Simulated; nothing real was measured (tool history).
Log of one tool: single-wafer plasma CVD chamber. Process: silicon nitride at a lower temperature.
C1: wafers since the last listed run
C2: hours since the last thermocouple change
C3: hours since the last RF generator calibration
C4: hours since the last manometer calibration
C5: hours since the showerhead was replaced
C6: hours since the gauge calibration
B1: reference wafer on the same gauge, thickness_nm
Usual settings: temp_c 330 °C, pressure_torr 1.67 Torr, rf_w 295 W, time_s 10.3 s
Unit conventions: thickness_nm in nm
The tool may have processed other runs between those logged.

run 1 hour=0.0 | temp_c=330 pressure_torr=1.67 rf_w=295 time_s=10.3 | C1=0 C2=1101.8 C3=1931.5 C4=1842.7 C5=4929.4 C6=42.2 | B1=11.444 | thickness_nm=10.950
run 2 hour=32.4 | temp_c=330 pressure_torr=1.67 rf_w=295 time_s=10.3 | C1=485 C2=1134.2 C3=1963.9 C4=1875.1 C5=4961.8 C6=74.6 | B1=11.428 | thickness_nm=10.887
run 3 hour=56.6 | temp_c=330 pressure_torr=1.67 rf_w=295 time_s=10.3 | C1=362 C2=1158.4 C3=1988.1 C4=1899.3 C5=4986.0 C6=98.8 | B1=11.414 | thickness_nm=10.952
run 4 hour=73.8 | temp_c=330 pressure_torr=1.67 rf_w=310 time_s=10.3 | C1=257 C2=1175.6 C3=2005.3 C4=1916.5 C5=5003.2 C6=116.0 | B1=11.412 | thickness_nm=11.369
run 5 hour=98.1 | temp_c=330 pressure_torr=1.67 rf_w=295 time_s=10.3 | C1=363 C2=1199.9 C3=2029.6 C4=1940.8 C5=5027.5 C6=140.3 | B1=11.403 | thickness_nm=10.957
-- hour=123.8 RF generator calibrated
-- hour=125.6 capacitance manometer re-zeroed and calibrated
run 6 hour=126.1 | temp_c=320 pressure_torr=1.67 rf_w=295 time_s=11.1 | C1=271 C2=1227.9 C3=2.3 C4=0.5 C5=5055.5 C6=168.3 | B1=11.395 | thickness_nm=11.813
run 7 hour=141.4 | temp_c=320 pressure_torr=1.67 rf_w=295 time_s=11.1 | C1=229 C2=1243.2 C3=17.6 C4=15.8 C5=5070.8 C6=183.6 | B1=11.408 | thickness_nm=11.818
-- hour=170.2 showerhead replaced
run 8 hour=170.7 | temp_c=330 pressure_torr=1.67 rf_w=310 time_s=10.3 | C1=319 C2=1272.5 C3=46.9 C4=45.1 C5=0.5 C6=212.9 | B1=11.391 | thickness_nm=11.346
run 9 hour=189.3 | temp_c=330 pressure_torr=1.67 rf_w=235 time_s=11.6 | C1=278 C2=1291.1 C3=65.5 C4=63.7 C5=19.1 C6=231.5 | B1=11.393 | thickness_nm=10.323
-- hour=204.2 gauge calibrated
run 10 hour=225.2 | temp_c=330 pressure_torr=1.67 rf_w=295 time_s=10.3 | C1=537 C2=1327.0 C3=101.4 C4=99.6 C5=55.0 C6=21.0 | B1=11.476 | thickness_nm=10.976
-- hour=249.5 thermocouple changed; heater temperature recalibrated
run 11 hour=250.0 | temp_c=342 pressure_torr=1.67 rf_w=295 time_s=10.3 | C1=251 C2=0.5 C3=126.2 C4=124.4 C5=79.8 C6=45.8 | B1=11.459 | thickness_nm=10.929
run 12 hour=275.0 | temp_c=338 pressure_torr=1.83 rf_w=295 time_s=11.8 | C1=374 C2=25.5 C3=151.2 C4=149.4 C5=104.8 C6=70.8 | B1=11.440 | thickness_nm=12.727
run 13 hour=294.1 | temp_c=342 pressure_torr=1.67 rf_w=295 time_s=9.0 | C1=286 C2=44.6 C3=170.3 C4=168.5 C5=123.9 C6=89.9 | B1=11.432 | thickness_nm=9.514
run 14 hour=318.6 | temp_c=330 pressure_torr=1.67 rf_w=295 time_s=10.3 | C1=366 C2=69.1 C3=194.8 C4=193.0 C5=148.4 C6=114.4 | B1=11.426 | thickness_nm=10.925

Branching from run 14: 3 alternative next runs. What would each branch give?
run A hour=319.0 | temp_c=330 pressure_torr=1.67 rf_w=295 time_s=10.3 | C1=5 C2=69.5 C3=195.2 C4=193.4 C5=148.8 C6=114.8 | B1=? | thickness_nm=?
run B hour=319.0 | temp_c=345 pressure_torr=1.67 rf_w=295 time_s=11.1 | C1=5 C2=69.5 C3=195.2 C4=193.4 C5=148.8 C6=114.8 | B1=? | thickness_nm=?
run C hour=319.0 | temp_c=325 pressure_torr=2.06 rf_w=310 time_s=9.2 | C1=5 C2=69.5 C3=195.2 C4=193.4 C5=148.8 C6=114.8 | B1=? | thickness_nm=?

run=A B1=11.421 thickness_nm=10.907
run=B B1=11.421 thickness_nm=11.692
run=C B1=11.421 thickness_nm=10.632
The same runs, with their run-to-run variation unchanged, on a tool lacking any hidden condition would have given:
run=A thickness_nm=10.983
run=B thickness_nm=11.773
run=C thickness_nm=10.705
